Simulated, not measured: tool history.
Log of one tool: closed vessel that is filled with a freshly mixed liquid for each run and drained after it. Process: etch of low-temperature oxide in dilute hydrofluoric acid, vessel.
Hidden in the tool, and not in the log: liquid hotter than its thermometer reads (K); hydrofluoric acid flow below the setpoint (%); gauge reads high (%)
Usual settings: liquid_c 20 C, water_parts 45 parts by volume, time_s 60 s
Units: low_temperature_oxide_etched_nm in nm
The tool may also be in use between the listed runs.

run    hour  liquid_c  water_parts  time_s  wafers since the last listed run  hours since the thermometer was replaced  hours since the hydrofluoric acid flow meter was replaced  hours since the gauge calibration  read-back film thickness of the low-temperature oxide reference wafer, read on the same gauge (nm)  low_temperature_oxide_etched_nm
  1       0        20           45      60                                 0                                     420.2                                                      635.5                              932.5                                                                                               30.01                            25.09
  2    49.5        20           45      60                              3480                                     469.7                                                        685                                982                                                                                               29.99                            25.04
  3    82.5        20           45      60                              2320                                     502.7                                                        718                               1015                                                                                                  30                            25.19
  4   131.3        20           45      60                              3431                                     551.5                                                      766.8                             1063.8                                                                                               30.02                            25.19
  5   202.2        18           45      40                              4985                                     622.4                                                      837.7                             1134.7                                                                                               29.99                            15.56
  6   241.8        18           45      40                              2784                                       662                                                      877.3                             1174.3                                                                                               29.98                             15.4
  7   296.3        18           45      40                              3832                                     716.5                                                      931.8                             1228.8                                                                                               29.99                            15.46
  8   352.2        20           45      60                              3930                                     772.4                                                      987.7                             1284.7                                                                                               30.01                            25.23
  9   447.1        20           45      60                              6673                                     867.3                                                     1082.6                             1379.6                                                                                               30.01                             25.3
 10     497        20           45      60                              3509                                     917.2                                                     1132.5                             1429.5                                                                                                  30                            25.49
 11   548.5        20           45      60                              3621                                     968.7                                                       1184                               1481                                                                                               29.99                            25.48
 12   600.9        20           45      60                              3684                                    1021.1                                                     1236.4                             1533.4                                                                                               30.01                            25.26
 13   634.7        20           45      60                              2376                                    1054.9                                                     1270.2                             1567.2                                                                                                  30                            25.26
 14   664.3        20           45      60                              2081                                    1084.5                                                     1299.8                             1596.8                                                                                               30.02                            25.42
      697.7  -- gauge calibrated
 15   719.7        20           45      60                              3895                                    1139.9                                                     1355.2                                 22                                                                                               29.99                            25.51
      759.5  -- thermometer replaced
 16     779        20           30      60                              4099                                      19.5                                                     1414.5                               81.3                                                                                               30.01                            38.42
      834.9  -- hydrofluoric acid flow meter replaced
 17   844.5        24           60      30                              4535                                        85                                                        9.6                              146.8                                                                                               29.98                               11
 18     914        20           45      70                              4887                                     154.5                                                       79.1                              216.3                                                                                               29.98                            29.51
 19   950.6        20           45      85                              2573                                     191.1                                                      115.7                              252.9                                                                                                  30                            35.51
 20  1006.7      24.5           55      80                              3945                                     247.2                                                      171.8                                309                                                                                               29.98                            32.77
 21  1032.6        20           45      85                              1821                                     273.1                                                      197.7                              334.9                                                                                               29.99                            35.79
 22  1071.3        20           40      60                              2721                                     311.8                                                      236.4                              373.6                                                                                                  30                            28.39
 23  1133.6        20           45      60                              4381                                     374.1                                                      298.7                              435.9                                                                                                  30                            25.18
 24  1179.9        22           45      60                              3255                                     420.4                                                        345                              482.2                                                                                                  30                            27.55
 25    1257        20           60      60                              5421                                     497.5                                                      422.1                              559.3                                                                                               29.98                            18.59
 26  1298.7        20           35      85                              2932                                     539.2                                                      463.8                                601                                                                                               29.99                            46.33
 27  1349.1        20           45      60                              3544                                     589.6                                                      514.2                              651.4                                                                                               30.01                            25.19
 28  1415.2        20           25      90                              4648                                     655.7                                                      580.3                              717.5                                                                                               29.99                            70.13
 29    1475        24           45      60                              4205                                     715.5                                                      640.1                              777.3                                                                                               29.99                            30.01
 30    1513        20           60      35                              2672                                     753.5                                                      678.1                              815.3                                                                                               29.98                            10.85

Hidden state at the last listed run before each entry between runs and at the first one after, where it differs:
Between runs 14 and 15: gauge calibrated (hour 697.7)
  liquid hotter than its thermometer reads (K): 0.41 -> 0.428
  measured less the result without the state, low_temperature_oxide_etched_nm: +0.44 -> +0.46 nm
Between runs 15 and 16: thermometer replaced (hour 759.5)
  liquid hotter than its thermometer reads (K): 0.428 -> 0.128
  measured less the result without the state, low_temperature_oxide_etched_nm: +0.46 -> +0.22 nm
Between runs 16 and 17: hydrofluoric acid flow meter replaced (hour 834.9)
  liquid hotter than its thermometer reads (K): 0.128 -> 0.149
  measured less the result without the state, low_temperature_oxide_etched_nm: +0.22 -> +0.07 nm
